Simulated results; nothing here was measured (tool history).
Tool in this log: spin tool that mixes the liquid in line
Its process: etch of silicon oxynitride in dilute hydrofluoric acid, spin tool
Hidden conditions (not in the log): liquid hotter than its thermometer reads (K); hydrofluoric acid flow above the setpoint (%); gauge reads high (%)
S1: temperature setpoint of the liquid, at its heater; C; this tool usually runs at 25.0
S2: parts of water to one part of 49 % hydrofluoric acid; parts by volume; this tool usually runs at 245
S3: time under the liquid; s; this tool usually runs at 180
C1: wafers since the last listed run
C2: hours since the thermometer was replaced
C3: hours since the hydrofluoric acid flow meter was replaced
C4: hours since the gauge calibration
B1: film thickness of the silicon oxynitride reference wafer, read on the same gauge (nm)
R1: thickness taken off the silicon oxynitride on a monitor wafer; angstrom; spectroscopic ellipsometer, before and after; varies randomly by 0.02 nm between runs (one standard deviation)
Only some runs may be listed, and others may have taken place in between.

run	hour	S1	S2	S3	C1	C2	C3	C4	B1	R1
1	0.0	25.0	245	180	0	1182.0	1197.3	47.7	29.977	23.88
2	34.0	25.0	245	180	307	1216.0	1231.3	81.7	29.970	24.10
3	61.3	25.0	245	140	246	1243.3	1258.6	109.0	30.057	18.56
4	90.3	25.0	245	180	261	1272.3	1287.6	138.0	30.038	24.05
5	122.8	25.0	245	180	293	1304.8	1320.1	170.5	30.035	24.00
6	144.8	25.0	205	180	198	1326.8	1342.1	192.5	30.025	30.10
7	162.6	25.0	205	180	160	1344.6	1359.9	210.3	29.948	29.73
8	190.0	25.0	245	180	247	1372.0	1387.3	237.7	29.987	24.26
9	222.2	25.0	245	180	290	1404.2	1419.5	269.9	30.025	24.08
10	253.3	22.0	205	135	280	1435.3	1450.6	301.0	29.990	19.78
11	271.2	25.0	195	180	161	1453.2	1468.5	318.9	30.035	31.81
# hour 279.4: hydrofluoric acid flow meter replaced
12	303.0	26.5	175	180	278	1485.0	23.6	350.7	30.009	34.13
13	322.6	23.5	245	120	177	1504.6	43.2	370.3	29.958	13.81
14	355.1	25.0	245	180	293	1537.1	75.7	402.8	29.967	22.06
15	369.2	25.0	245	240	127	1551.2	89.8	416.9	30.010	28.77
# hour 400.2: thermometer replaced
# hour 400.3: gauge calibrated
16	401.1	25.0	245	180	279	0.9	121.7	0.8	30.017	21.69
17	433.5	30.0	195	275	292	33.3	154.1	33.2	30.030	54.41
18	469.3	29.5	190	225	323	69.1	189.9	69.0	30.016	44.95
19	504.4	27.0	245	180	317	104.2	225.0	104.1	30.022	23.87

Forecast each of these 4 alternatives for the next run:
A	504.9	25.0	245	180	4	104.7	225.5	104.6	?	?
B	504.9	25.0	310	180	4	104.7	225.5	104.6	?	?
C	504.9	30.0	245	180	4	104.7	225.5	104.6	?	?
D	504.9	25.0	210	180	4	104.7	225.5	104.6	?	?

run	B1	R1
A	29.975	22.22
B	29.975	16.78
C	29.975	27.43
D	29.975	26.60
With no hidden state in the tool, these same runs would have given:
run	R1
A	21.32
B	16.08
C	26.29
D	25.53
